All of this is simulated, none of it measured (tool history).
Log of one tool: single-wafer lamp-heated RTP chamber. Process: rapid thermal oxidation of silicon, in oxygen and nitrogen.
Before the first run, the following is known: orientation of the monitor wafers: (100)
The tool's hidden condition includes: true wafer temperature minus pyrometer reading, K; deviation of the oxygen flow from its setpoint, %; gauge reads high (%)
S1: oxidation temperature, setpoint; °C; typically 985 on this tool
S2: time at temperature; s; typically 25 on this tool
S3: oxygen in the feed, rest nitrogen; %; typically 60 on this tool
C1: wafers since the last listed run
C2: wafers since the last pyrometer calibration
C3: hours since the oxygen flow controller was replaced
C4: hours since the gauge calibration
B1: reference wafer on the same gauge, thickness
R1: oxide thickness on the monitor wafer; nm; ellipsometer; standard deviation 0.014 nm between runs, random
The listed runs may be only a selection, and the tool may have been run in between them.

run 1 hour=0 | S1=985 S2=25 S3=60 | C1=0 C2=3517 C3=1762.8 C4=186 | B1=2.568 | R1=3.189
run 2 hour=31.9 | S1=985 S2=25 S3=60 | C1=391 C2=3909 C3=1794.7 C4=217.9 | B1=2.573 | R1=3.208
run 3 hour=59.5 | S1=985 S2=25 S3=60 | C1=338 C2=4247 C3=1822.3 C4=245.5 | B1=2.565 | R1=3.177
run 4 hour=123.3 | S1=985 S2=25 S3=53 | C1=782 C2=5029 C3=1886.1 C4=309.3 | B1=2.568 | R1=3.1
run 5 hour=165.6 | S1=985 S2=25 S3=53 | C1=518 C2=5548 C3=1928.4 C4=351.6 | B1=2.57 | R1=3.119
run 6 hour=209.5 | S1=985 S2=25 S3=60 | C1=538 C2=6087 C3=1972.3 C4=395.5 | B1=2.57 | R1=3.214
run 7 hour=242 | S1=985 S2=25 S3=60 | C1=398 C2=6485 C3=2004.8 C4=428 | B1=2.568 | R1=3.242
run 8 hour=297.3 | S1=985 S2=25 S3=60 | C1=678 C2=7163 C3=2060.1 C4=483.3 | B1=2.569 | R1=3.256
-- hour=313.3 pyrometer window cleaned and pyrometer calibrated
run 9 hour=366.1 | S1=985 S2=15 S3=60 | C1=745 C2=647 C3=2128.9 C4=552.1 | B1=2.567 | R1=2.704
-- hour=400.5 oxygen flow controller replaced
run 10 hour=401 | S1=955 S2=34 S3=78 | C1=329 C2=977 C3=0.5 C4=587 | B1=2.57 | R1=3.142
run 11 hour=454.5 | S1=999 S2=22 S3=32 | C1=656 C2=1633 C3=54 C4=640.5 | B1=2.571 | R1=2.809
run 12 hour=481.2 | S1=985 S2=25 S3=60 | C1=327 C2=1961 C3=80.7 C4=667.2 | B1=2.565 | R1=3.177
run 13 hour=536.9 | S1=997 S2=25 S3=60 | C1=683 C2=2644 C3=136.4 C4=722.9 | B1=2.565 | R1=3.391
-- hour=539.5 gauge calibrated
run 14 hour=583 | S1=985 S2=25 S3=60 | C1=565 C2=3209 C3=182.5 C4=43.5 | B1=2.565 | R1=3.185
run 15 hour=620 | S1=985 S2=25 S3=53 | C1=453 C2=3663 C3=219.5 C4=80.5 | B1=2.563 | R1=3.08
run 16 hour=678.2 | S1=976 S2=32 S3=60 | C1=713 C2=4377 C3=277.7 C4=138.7 | B1=2.564 | R1=3.302
run 17 hour=703.5 | S1=996 S2=31 S3=60 | C1=310 C2=4687 C3=303 C4=164 | B1=2.567 | R1=3.697

Below are 5 alternative next runs, each starting from the tool's condition after run 17. Predict each:
run A hour=703.9 | S1=985 S2=25 S3=60 | C1=4 C2=4692 C3=303.4 C4=164.4 | B1=? | R1=?
run B hour=703.9 | S1=1015 S2=36 S3=80 | C1=4 C2=4692 C3=303.4 C4=164.4 | B1=? | R1=?
run C hour=703.9 | S1=1015 S2=31 S3=60 | C1=4 C2=4692 C3=303.4 C4=164.4 | B1=? | R1=?
run D hour=703.9 | S1=985 S2=25 S3=42 | C1=4 C2=4692 C3=303.4 C4=164.4 | B1=? | R1=?
run E hour=703.9 | S1=974 S2=36 S3=72 | C1=4 C2=4692 C3=303.4 C4=164.4 | B1=? | R1=?

run=A B1=2.563 R1=3.2
run=B B1=2.563 R1=4.899
run=C B1=2.563 R1=4.186
run=D B1=2.563 R1=2.931
run=E B1=2.563 R1=3.587
What these runs would have given with no unlogged condition in the tool:
run=A R1=3.152
run=B R1=4.809
run=C R1=4.113
run=D R1=2.893
run=E R1=3.527

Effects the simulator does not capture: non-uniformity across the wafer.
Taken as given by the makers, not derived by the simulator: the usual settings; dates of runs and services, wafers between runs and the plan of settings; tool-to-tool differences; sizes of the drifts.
